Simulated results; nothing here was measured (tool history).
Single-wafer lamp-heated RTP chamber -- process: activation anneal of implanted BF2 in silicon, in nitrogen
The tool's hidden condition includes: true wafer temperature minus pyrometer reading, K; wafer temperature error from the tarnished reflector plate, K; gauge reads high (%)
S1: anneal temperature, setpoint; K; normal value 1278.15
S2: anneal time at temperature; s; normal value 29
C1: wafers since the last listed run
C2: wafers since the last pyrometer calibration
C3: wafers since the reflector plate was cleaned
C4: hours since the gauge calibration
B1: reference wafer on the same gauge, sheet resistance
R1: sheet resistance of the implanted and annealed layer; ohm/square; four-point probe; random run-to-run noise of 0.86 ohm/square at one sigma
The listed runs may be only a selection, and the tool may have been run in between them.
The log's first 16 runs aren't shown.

| run | hour | S1 | S2 | C1 | C2 | C3 | C4 | B1 | R1 |
|---|---|---|---|---|---|---|---|---|---|
| 17 | 1633.9 | 1278.15 | 22 | 819 | 5421 | 1318 | 1922.6 | 199.95 | 243.17 |
|  | 1707.1 | pyrometer window cleaned and pyrometer calibrated |
| 18 | 1869.9 | 1278.15 | 22 | 1756 | 1254 | 3075 | 2158.6 | 199.95 | 244.79 |
| 19 | 1929.0 | 1260.15 | 15 | 455 | 1709 | 3530 | 2217.7 | 200.20 | 255.98 |
| 20 | 1998.7 | 1287.15 | 18 | 537 | 2246 | 4067 | 2287.4 | 200.08 | 244.51 |
| 21 | 2077.2 | 1278.15 | 45 | 604 | 2851 | 4672 | 2365.9 | 200.12 | 237.24 |
|  | 2135.6 | reflector plate cleaned, repeated, since the last time left the tool worse |
| 22 | 2147.3 | 1248.15 | 22 | 478 | 3330 | 90 | 2436.0 | 199.98 | 267.23 |
| 23 | 2198.8 | 1305.15 | 20 | 396 | 3727 | 487 | 2487.5 | 200.02 | 240.14 |
| 24 | 2286.7 | 1290.15 | 23 | 677 | 4404 | 1164 | 2575.4 | 199.98 | 243.79 |
| 25 | 2360.5 | 1278.15 | 29 | 568 | 4972 | 1732 | 2649.2 | 199.77 | 244.36 |
| 26 | 2396.9 | 1278.15 | 29 | 280 | 5253 | 2013 | 2685.6 | 199.93 | 245.93 |
| 27 | 2493.6 | 1269.15 | 37 | 745 | 5998 | 2758 | 2782.3 | 199.92 | 244.73 |
| 28 | 2578.8 | 1292.15 | 46 | 656 | 6654 | 3414 | 2867.5 | 199.99 | 237.29 |
|  | 2590.4 | gauge calibrated |
| 29 | 2639.9 | 1278.15 | 40 | 470 | 7125 | 3885 | 49.5 | 200.14 | 241.79 |
| 30 | 2707.1 | 1294.15 | 37 | 517 | 7643 | 4403 | 116.7 | 200.23 | 237.73 |
|  | 2741.2 | pyrometer window cleaned and pyrometer calibrated |
| 31 | 3015.3 | 1301.15 | 17 | 2313 | 2111 | 6716 | 424.9 | 199.84 | 241.35 |
| 32 | 3113.3 | 1278.15 | 21 | 755 | 2866 | 7471 | 522.9 | 199.95 | 248.19 |
| 33 | 3184.3 | 1252.15 | 29 | 547 | 3413 | 8018 | 593.9 | 199.75 | 258.02 |
| 34 | 3262.9 | 1296.15 | 29 | 605 | 4019 | 8624 | 672.5 | 199.95 | 238.04 |
| 35 | 3331.2 | 1278.15 | 29 | 526 | 4545 | 9150 | 740.8 | 200.00 | 243.83 |

Expected results for the next run?
| 36 | 3419.4 | 1268.15 | 20 | 679 | 5225 | 9830 | 829.0 | ? | ? |

Logged for run 36: B1 199.75, R1 251.65 ohm/square.
Take away the tool's hidden state, keep the run-to-run variation as it was, and the same run would have given R1 253.35 ohm/square.

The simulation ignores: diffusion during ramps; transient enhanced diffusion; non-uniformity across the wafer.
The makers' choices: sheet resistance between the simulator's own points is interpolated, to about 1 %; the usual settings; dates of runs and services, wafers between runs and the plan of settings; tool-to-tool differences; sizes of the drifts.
